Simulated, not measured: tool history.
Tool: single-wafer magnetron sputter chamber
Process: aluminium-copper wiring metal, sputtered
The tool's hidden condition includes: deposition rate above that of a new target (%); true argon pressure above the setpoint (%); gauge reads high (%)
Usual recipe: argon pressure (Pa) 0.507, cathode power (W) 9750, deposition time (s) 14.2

run,day,argon pressure (Pa),cathode power (W),deposition time (s),wafers since the last listed run,wafers on the sputter target,hours since the last manometer calibration,hours since the magnet pack was replaced,hours since the gauge calibration,"read-back reference wafer on the same gauge, thickness_nm",mean film thickness on the monitor wafer (angstrom)
1,0,0.659,10350,14.2,0,1965,1284.6,9006.2,785.5,203.806,2029.73
2,2.442,0.507,9750,14.2,2118,4084,1343.2,9064.8,844.1,204.158,2158.58
3,4.908,0.507,9750,14.2,2140,6224,1402.4,9124,903.3,204.05,2156.11
4,5.925,0.507,9750,12,882,7107,1426.8,9148.4,927.7,204.066,1818.53
# day 7.392: sputter target and shields replaced
5,7.412,0.507,9750,12,1001,18,1462.5,9184.1,963.4,204.026,1853.46
6,9.842,0.507,9750,14.2,2107,2126,1520.8,9242.4,1021.7,204.122,2177.55
7,10.908,0.507,8700,14.2,925,3051,1546.4,9268,1047.3,203.791,2020.65
8,12.142,0.507,9750,14.2,1070,4121,1576,9297.6,1076.9,203.757,2170.1
9,13.196,0.507,9750,14.2,914,5036,1601.3,9322.9,1102.2,204.06,2167.55
# day 15.021: sputter target and shields replaced
10,15.567,0.507,8750,14.2,1767,474,1658.2,9379.8,1159.1,203.965,2034.62
11,17.062,0.507,8950,14.2,1297,1772,1694.1,9415.7,1195,203.917,2066.11
# day 18.762: capacitance manometer re-zeroed and calibrated
12,19.775,0.507,8950,14.2,2064,3836,24.3,9480.8,1260.1,203.793,2001.4
13,21.529,0.507,8950,14.2,1522,5359,66.4,9522.9,1302.2,203.924,1998.16
# day 22.746: gauge calibrated
14,23.446,0.507,11400,14.2,1663,7022,112.4,9568.9,16.8,203.986,2328.64
# day 24.15: sputter target and shields replaced
15,25.379,0.507,9750,14.2,1388,1067,158.8,9615.3,63.2,203.725,2121.56
16,26.862,0.422,9750,14.2,1287,2354,194.4,9650.9,98.8,204.082,2257.68
17,28.188,0.507,10750,11.6,1149,3504,226.2,9682.7,130.6,203.803,1846.77
18,29.258,0.507,9750,14.2,929,4433,251.9,9708.4,156.3,203.815,2118.68
19,31.546,0.363,11100,16.5,1984,6418,306.8,9763.3,211.2,203.936,2981.43
# day 32.8: magnet pack replaced
# day 33.317: sputter target and shields replaced
20,33.879,0.377,9750,15.1,1446,489,362.8,25.9,267.2,204.099,2504.47
21,35.354,0.587,11550,12.3,1279,1769,398.2,61.3,302.6,204.041,1939.33
22,36.604,0.507,7650,12.6,1084,2854,428.2,91.3,332.6,204.037,1618.77
23,38.021,0.565,9750,14.2,1229,4083,462.2,125.3,366.6,203.877,2038.17
24,40.175,0.377,11750,17,1869,5952,513.9,177,418.3,203.846,3143.44
25,41.692,0.507,9750,14.2,1316,7268,550.3,213.4,454.7,203.916,2110.43
# day 42.9: sputter target and shields replaced
26,43.825,0.378,9750,12.6,1561,800,601.5,264.6,505.9,203.88,2080.64

Below are 5 alternative next runs, each starting from the tool's condition after run 26. Predict each:
A,43.842,0.507,11300,14.2,14,815,601.9,265,506.3,?,?
B,43.842,0.342,11650,11.5,14,815,601.9,265,506.3,?,?
C,43.842,0.624,9050,12.2,14,815,601.9,265,506.3,?,?
D,43.842,0.507,8200,14.2,14,815,601.9,265,506.3,?,?
E,43.842,0.355,7600,16,14,815,601.9,265,506.3,?,?

run,"read-back reference wafer on the same gauge, thickness_nm",mean film thickness on the monitor wafer (angstrom)
A,204.001,2339.24
B,204.001,2195.39
C,204.001,1594.66
D,204.001,1903.45
E,204.001,2302.74
With no hidden state in the tool, these same runs would have given:
run,mean film thickness on the monitor wafer (angstrom)
A,2336.64
B,2197.59
C,1590.71
D,1901.32
E,2304.64

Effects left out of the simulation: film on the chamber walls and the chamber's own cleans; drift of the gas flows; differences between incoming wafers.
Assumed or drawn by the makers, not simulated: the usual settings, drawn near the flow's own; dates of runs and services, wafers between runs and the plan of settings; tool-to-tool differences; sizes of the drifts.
